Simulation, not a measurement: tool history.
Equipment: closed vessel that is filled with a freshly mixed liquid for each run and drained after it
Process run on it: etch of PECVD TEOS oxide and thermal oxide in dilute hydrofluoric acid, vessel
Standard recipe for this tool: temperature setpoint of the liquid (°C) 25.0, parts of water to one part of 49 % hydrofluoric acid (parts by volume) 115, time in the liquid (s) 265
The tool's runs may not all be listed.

run	hour	temperature setpoint of the liquid (°C)	parts of water to one part of 49 % hydrofluoric acid (parts by volume)	time in the liquid (s)	read-back film thickness of the PECVD TEOS oxide reference wafer, read on the same gauge (nm)	read-back film thickness of the thermal oxide reference wafer, read on the same gauge (nm)	thickness taken off the PECVD TEOS oxide on a monitor wafer (nm)	thickness taken off the thermal oxide on a monitor wafer (nm)
1	0.0	25.0	115	265	150.01	70.01	26.55	11.63
2	18.1	25.0	90	265	150.00	70.00	35.13	15.16
3	44.8	25.0	90	265	150.03	70.01	34.68	15.31
4	65.5	25.0	75	160	150.01	69.99	25.80	11.14
5	91.9	25.0	115	265	150.01	69.99	26.53	11.43
# hour 103.2: hydrofluoric acid flow meter replaced
6	107.8	29.0	85	365	149.98	70.01	54.65	23.56
7	121.5	30.0	115	265	150.02	70.01	29.35	12.78
8	153.1	25.0	150	265	150.03	70.03	17.99	7.76
9	185.6	29.5	145	265	149.99	70.00	22.16	9.55
# hour 204.2: thermometer replaced
10	211.6	21.5	90	220	150.01	70.02	24.28	10.36
11	228.3	22.0	85	370	149.98	69.96	43.29	19.12
12	248.8	25.0	115	265	150.00	69.97	25.50	10.98
# hour 274.2: gauge calibrated
13	283.0	20.0	70	110	149.98	69.97	14.85	6.43
14	311.9	25.0	115	265	150.04	70.02	25.37	10.94
15	346.0	23.5	160	125	150.04	70.01	7.68	3.32
16	372.4	25.0	80	265	150.02	69.99	38.24	16.28
17	395.1	25.0	60	265	149.94	69.98	51.65	22.58
18	422.8	26.5	95	265	149.97	70.00	33.09	14.46
19	437.6	25.0	115	265	150.02	70.00	25.36	11.01
20	462.3	26.5	115	310	149.99	69.99	31.69	13.42
21	484.9	20.5	150	130	149.98	70.00	7.69	3.32
22	509.0	25.0	115	265	150.01	70.04	25.17	11.03
23	526.2	22.5	95	320	150.06	69.98	34.28	14.77
24	555.7	25.0	115	265	150.00	69.99	25.14	11.01
25	584.1	20.5	115	265	149.98	70.00	21.08	9.10
26	599.7	25.0	115	195	150.00	69.99	18.60	8.14
27	630.9	21.5	115	195	150.02	70.02	16.15	6.99

Consider 3 possible next runs. They are alternatives, not a sequence: every one starts from the tool as it was left by run 27. What does each give?
A	631.6	25.0	115	265	?	?	?	?
B	631.6	29.0	115	215	?	?	?	?
C	631.6	25.0	160	415	?	?	?	?

run	read-back film thickness of the PECVD TEOS oxide reference wafer, read on the same gauge (nm)	read-back film thickness of the thermal oxide reference wafer, read on the same gauge (nm)	thickness taken off the PECVD TEOS oxide on a monitor wafer (nm)	thickness taken off the thermal oxide on a monitor wafer (nm)
A	150.02	69.97	25.31	10.92
B	150.02	69.97	23.96	10.34
C	150.02	69.97	27.08	11.69
With the hidden condition removed and each run's random variation left untouched, the same runs would have given:
run	thickness taken off the PECVD TEOS oxide on a monitor wafer (nm)	thickness taken off the thermal oxide on a monitor wafer (nm)
A	24.90	10.74
B	23.52	10.15
C	26.56	11.46
